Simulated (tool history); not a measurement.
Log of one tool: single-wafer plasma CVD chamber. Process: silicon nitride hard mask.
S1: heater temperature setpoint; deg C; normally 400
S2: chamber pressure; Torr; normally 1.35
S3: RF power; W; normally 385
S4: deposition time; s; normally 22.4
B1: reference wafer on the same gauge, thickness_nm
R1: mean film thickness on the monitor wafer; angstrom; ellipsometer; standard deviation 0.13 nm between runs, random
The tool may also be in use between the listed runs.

run     day   S1    S2   S3    S4      B1      R1
  1       0  400  1.35  385  22.4   25.66  274.93
  2   2.012  400  1.35  385  22.4  25.673   276.6
  3   6.171  410  1.35  385  22.4  25.697  273.39
  4   9.229  400  1.35  385  22.4  25.717  273.94
  5  12.979  400  1.35  385  22.4  25.671  271.91
  6  14.558  400  1.35  385  22.4  25.682   273.9
  7  18.217  400  1.35  385  22.4  25.701  272.74
  8  21.588  388  1.35  320  22.4  25.706  253.12
  9  23.633  400  1.35  385  22.4  25.713  271.83
 10  27.129  400  1.35  385  22.4  25.677  271.97
     30.133  -- gauge calibrated
 11  30.771  389  1.35  315  22.4  25.717  249.67
     31.621  -- capacitance manometer re-zeroed and calibrated
 12  34.779  400  1.35  455  18.6  25.696  243.14
 13  36.308  406  1.17  325  19.9  25.722  212.23
     37.804  -- RF generator calibrated
 14  39.667  400  1.35  385  23.7  25.686  295.39
     41.804  -- showerhead replaced
 15  44.083  400  1.14  335  24.1  25.738  264.55
 16   47.15  400  1.35  385  22.4  25.729  279.36
 17  49.712  400  1.35  325  22.4  25.699  256.67
 18  54.171  412  1.35  410  22.4  25.711  281.42
 19  58.488  400  1.35  385  22.4   25.71  275.41
 20  60.179  400  1.24  385  22.4  25.723   265.6
     61.567  -- thermocouple changed; heater temperature recalibrated
 21   64.55  400  1.35  365  22.4  25.694   267.4
 22  69.121  400  1.23  355  22.4  25.706  256.02
 23  71.604  400  1.35  415  24.4  25.732  308.15
 24   73.45  400  1.35  385  22.4  25.679  272.89
     74.142  -- capacitance manometer re-zeroed and calibrated
 25  76.404  400  1.35  345  22.4  25.694  260.23
 26  80.867  400  1.35  385  22.4  25.723  273.09
 27  84.471  400  1.35  385  22.4  25.658  271.37
       85.4  -- RF generator calibrated
 28  87.892  390  1.21  420  22.4  25.683  283.22

What if the next run were any one of these 4? Each begins from the tool's condition after run 28:
  A  87.908  400  1.35  385  22.4   ?   ?
  B  87.908  385  1.35  320  22.4   ?   ?
  C  87.908  411  1.35  455  23.9   ?   ?
  D  87.908  404  1.35  385  22.4   ?   ?

run      B1      R1
  A  25.666  279.82
  B  25.666  260.28
  C  25.666  318.81
  D  25.666  279.34
The same runs, with their run-to-run variation unchanged, on a tool lacking any hidden condition would have given:
run      R1
  A  281.69
  B  262.02
  C  320.79
  D  281.21
